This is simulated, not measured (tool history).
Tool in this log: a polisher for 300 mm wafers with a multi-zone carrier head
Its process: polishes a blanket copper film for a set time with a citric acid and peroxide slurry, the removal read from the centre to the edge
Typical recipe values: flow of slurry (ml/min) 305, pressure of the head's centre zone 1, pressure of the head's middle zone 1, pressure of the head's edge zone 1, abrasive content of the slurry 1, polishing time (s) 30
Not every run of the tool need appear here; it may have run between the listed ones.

| run | hour | flow of slurry (ml/min) | pressure of the head's centre zone | pressure of the head's middle zone | pressure of the head's edge zone | abrasive content of the slurry | polishing time (s) | incoming thickness of the incoming film, nm | film removed at the wafer's centre (angstrom) | film removed at mid-radius (angstrom) | film removed at the wafer's edge (angstrom) |
|---|---|---|---|---|---|---|---|---|---|---|---|
| 1 | 0 | 305 | 0.97 | 1 | 1 | 1 | 30 | 991.5 | 996 | 973 | 963 |
|  | 32 | worn pad replaced by a new one |
| 2 | 32.5 | 305 | 1 | 1 | 0.97 | 1 | 30 | 966.3 | 1024 | 983 | 944 |
| 3 | 50.5 | 305 | 1 | 1 | 0.97 | 1 | 30 | 950.1 | 1024 | 967 | 937 |
| 4 | 70.7 | 305 | 1 | 1 | 0.97 | 1 | 30 | 975.2 | 1032 | 979 | 938 |
| 5 | 86.9 | 305 | 1 | 1 | 1 | 0.85 | 30 | 961.2 | 1020 | 942 | 910 |
|  | 97.1 | worn pad replaced by a new one |
| 6 | 104 | 305 | 1 | 0.97 | 1 | 1 | 30 | 973.7 | 1046 | 947 | 955 |
| 7 | 134.4 | 305 | 1 | 1 | 1 | 1 | 30 | 958.2 | 1061 | 986 | 942 |
| 8 | 146.7 | 305 | 1 | 1 | 1 | 1 | 30 | 958.5 | 1071 | 968 | 954 |
|  | 155.4 | centre zone pressure recalibrated |
|  | 160 | edge zone pressure recalibrated |
| 9 | 166.1 | 305 | 1 | 1.1 | 1.1 | 1.25 | 30 | 967.3 | 999 | 1075 | 1029 |
|  | 171.3 | worn pad replaced by a new one |
| 10 | 178.8 | 245 | 1 | 1 | 1.09 | 1 | 30 | 975.1 | 926 | 963 | 987 |
| 11 | 204 | 305 | 1 | 0.93 | 1 | 1 | 27 | 983.5 | 826 | 826 | 855 |
| 12 | 235.7 | 305 | 1 | 1 | 1 | 1 | 30 | 972 | 930 | 962 | 953 |
|  | 239 | slurry nozzle cleaned |
|  | 245.9 | worn pad replaced by a new one |
|  | 258.4 | carrier head's membrane replaced by a new one |
| 13 | 258.9 | 205 | 0.95 | 1 | 1.09 | 0.9 | 30 | 974.4 | 852 | 921 | 942 |
| 14 | 291.5 | 225 | 0.9 | 1 | 1 | 1 | 30 | 975.2 | 834 | 968 | 928 |
|  | 312.5 | worn pad replaced by a new one |
| 15 | 313.6 | 245 | 1 | 1 | 1.09 | 1 | 30 | 970.2 | 922 | 961 | 978 |
| 16 | 335.6 | 370 | 1 | 1 | 1 | 1 | 21 | 961.3 | 668 | 686 | 673 |
| 17 | 358.3 | 305 | 1.05 | 0.93 | 0.94 | 1 | 27 | 978.1 | 906 | 836 | 824 |

What if the next run were any one of these 3? Each begins from the tool's condition after run 17:
| A | 358.7 | 305 | 1 | 1 | 1.04 | 1 | 30 | 960.6 | ? | ? | ? |
| B | 358.7 | 260 | 0.93 | 0.95 | 1.06 | 1 | 30 | 960.6 | ? | ? | ? |
| C | 358.7 | 305 | 1 | 1 | 1 | 1.3 | 30 | 960.6 | ? | ? | ? |

| run | film removed at the wafer's centre (angstrom) | film removed at mid-radius (angstrom) | film removed at the wafer's edge (angstrom) |
|---|---|---|---|
| A | 971 | 971 | 968 |
| B | 892 | 927 | 970 |
| C | 1022 | 1023 | 1001 |
Take away the tool's hidden state, keep each run's random variation, and the runs would have read:
| run | film removed at the wafer's centre (angstrom) | film removed at mid-radius (angstrom) | film removed at the wafer's edge (angstrom) |
|---|---|---|---|
| A | 970 | 971 | 968 |
| B | 892 | 927 | 970 |
| C | 1021 | 1023 | 1001 |
